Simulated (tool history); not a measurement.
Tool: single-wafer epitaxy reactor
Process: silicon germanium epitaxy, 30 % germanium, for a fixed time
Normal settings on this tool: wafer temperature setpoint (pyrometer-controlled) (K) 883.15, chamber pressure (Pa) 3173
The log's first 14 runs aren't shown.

run,hour,wafer temperature setpoint (pyrometer-controlled) (K),chamber pressure (Pa),"read-back reference wafer on the same gauge, thickness_nm",mean film thickness on the monitor wafer (angstrom)
15,718.5,883.15,3173,77.76,739.14
16,770.7,883.15,3173,77.709,738.98
17,797.9,889.15,2853,77.705,776.89
# hour 826.2: capacitance manometer re-zeroed and calibrated
18,848.9,878.15,3613,77.706,728.88
19,899.7,872.15,3520,77.752,648.88
20,946.3,883.15,3173,77.733,739.45
21,1010.2,883.15,3173,77.658,741.97
# hour 1038.6: pyrometer calibrated
# hour 1066.7: showerhead replaced
22,1076.7,869.15,3840,77.663,664.12
# hour 1148.1: gauge calibrated
23,1215.5,896.15,3520,77.661,964.97
24,1246,871.15,2960,77.663,601.84
25,1310.3,892.15,3800,77.695,937.14
26,1359.7,870.15,3426,77.793,627.7
27,1388.8,883.15,3173,77.645,751.37
28,1452.9,871.15,2613,77.702,563.62
29,1513.7,883.15,2653,77.74,687.97
30,1575.5,869.15,3840,77.674,645.79
31,1606,889.15,3560,77.73,859.21

Alternative continuations, all from the tool just after run 31; predict every row:
A,1606.4,878.15,3173,?,?
B,1606.4,895.15,3573,?,?
C,1606.4,869.15,2440,?,?
D,1606.4,878.15,3400,?,?
E,1606.4,894.15,3173,?,?

run,"read-back reference wafer on the same gauge, thickness_nm",mean film thickness on the monitor wafer (angstrom)
A,77.733,691.51
B,77.733,952.19
C,77.733,529.24
D,77.733,713.6
E,77.733,888.42
Take away the tool's hidden state, keep each run's random variation, and the runs would have read:
run,mean film thickness on the monitor wafer (angstrom)
A,706.06
B,971.55
C,540.58
D,728.61
E,906.52
